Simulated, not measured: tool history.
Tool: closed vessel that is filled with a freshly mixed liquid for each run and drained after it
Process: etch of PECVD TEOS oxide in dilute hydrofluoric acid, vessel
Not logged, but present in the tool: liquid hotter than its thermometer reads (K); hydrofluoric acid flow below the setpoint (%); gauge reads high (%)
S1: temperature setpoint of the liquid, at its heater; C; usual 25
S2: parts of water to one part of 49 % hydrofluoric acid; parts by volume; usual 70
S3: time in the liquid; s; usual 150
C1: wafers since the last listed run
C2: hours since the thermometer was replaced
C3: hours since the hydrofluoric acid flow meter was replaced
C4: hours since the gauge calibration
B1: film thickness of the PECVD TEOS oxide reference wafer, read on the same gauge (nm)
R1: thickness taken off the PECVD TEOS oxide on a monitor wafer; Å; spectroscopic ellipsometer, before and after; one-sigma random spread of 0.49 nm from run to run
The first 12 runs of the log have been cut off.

run 13 day=15.742 | S1=25 S2=70 S3=150 | C1=2284 C2=1845.7 C3=1709.1 C4=661 | B1=110.04 | R1=431.1
-- day=16.788 hydrofluoric acid flow meter replaced
run 14 day=17 | S1=26.5 S2=70 S3=150 | C1=3386 C2=1875.9 C3=5.1 C4=691.2 | B1=110.03 | R1=533
run 15 day=18.046 | S1=26.5 S2=70 S3=150 | C1=2911 C2=1901 C3=30.2 C4=716.3 | B1=109.98 | R1=530.1
run 16 day=19.146 | S1=21 S2=85 S3=185 | C1=3062 C2=1927.4 C3=56.6 C4=742.7 | B1=110.03 | R1=418.5
run 17 day=19.821 | S1=25 S2=70 S3=150 | C1=1879 C2=1943.6 C3=72.8 C4=758.9 | B1=110.02 | R1=488.1
run 18 day=21.271 | S1=21.5 S2=70 S3=150 | C1=4036 C2=1978.4 C3=107.6 C4=793.7 | B1=110.04 | R1=425.7
run 19 day=23.217 | S1=25 S2=70 S3=150 | C1=5416 C2=2025.1 C3=154.3 C4=840.4 | B1=109.99 | R1=490.8
run 20 day=23.738 | S1=25 S2=95 S3=180 | C1=1449 C2=2037.6 C3=166.8 C4=852.9 | B1=110.01 | R1=417.7
run 21 day=25.071 | S1=25 S2=70 S3=150 | C1=3711 C2=2069.6 C3=198.8 C4=884.9 | B1=109.99 | R1=493.4
run 22 day=25.625 | S1=25 S2=80 S3=85 | C1=1542 C2=2082.9 C3=212.1 C4=898.2 | B1=110.01 | R1=240.4
run 23 day=26.558 | S1=25 S2=70 S3=150 | C1=2598 C2=2105.3 C3=234.5 C4=920.6 | B1=110.02 | R1=486.7
run 24 day=27.475 | S1=27.5 S2=100 S3=225 | C1=2551 C2=2127.3 C3=256.5 C4=942.6 | B1=110.02 | R1=547.2
-- day=28.175 gauge calibrated
run 25 day=28.496 | S1=20.5 S2=35 S3=60 | C1=2841 C2=2151.8 C3=281 C4=7.7 | B1=109.99 | R1=338.1
run 26 day=29.821 | S1=25 S2=70 S3=150 | C1=3688 C2=2183.6 C3=312.8 C4=39.5 | B1=109.96 | R1=495
-- day=30.088 thermometer replaced
run 27 day=30.417 | S1=20.5 S2=95 S3=65 | C1=1542 C2=7.9 C3=327.1 C4=53.8 | B1=110 | R1=123.5
run 28 day=32.217 | S1=25 S2=70 S3=230 | C1=5010 C2=51.1 C3=370.3 C4=97 | B1=110 | R1=756.4
run 29 day=36.062 | S1=21.5 S2=80 S3=120 | C1=10705 C2=143.4 C3=462.6 C4=189.3 | B1=110.01 | R1=290.9
run 30 day=36.646 | S1=23 S2=70 S3=150 | C1=1623 C2=157.4 C3=476.6 C4=203.3 | B1=110.02 | R1=451.1
run 31 day=38.017 | S1=25 S2=95 S3=210 | C1=3816 C2=190.3 C3=509.5 C4=236.2 | B1=109.95 | R1=477.2

Here are 4 independent what-if runs from the current tool condition. What would each one return?
run A day=38.046 | S1=25 S2=70 S3=150 | C1=81 C2=191 C3=510.2 C4=236.9 | B1=? | R1=?
run B day=38.046 | S1=21 S2=40 S3=115 | C1=81 C2=191 C3=510.2 C4=236.9 | B1=? | R1=?
run C day=38.046 | S1=29 S2=95 S3=200 | C1=81 C2=191 C3=510.2 C4=236.9 | B1=? | R1=?
run D day=38.046 | S1=22.5 S2=70 S3=75 | C1=81 C2=191 C3=510.2 C4=236.9 | B1=? | R1=?

run=A B1=110.02 R1=480.2
run=B B1=110.02 R1=568.7
run=C B1=110.02 R1=532.3
run=D B1=110.02 R1=217
With the hidden condition removed and each run's random variation left untouched, the same runs would have given:
run=A R1=504.2
run=B R1=596
run=C R1=559.9
run=D R1=227.8

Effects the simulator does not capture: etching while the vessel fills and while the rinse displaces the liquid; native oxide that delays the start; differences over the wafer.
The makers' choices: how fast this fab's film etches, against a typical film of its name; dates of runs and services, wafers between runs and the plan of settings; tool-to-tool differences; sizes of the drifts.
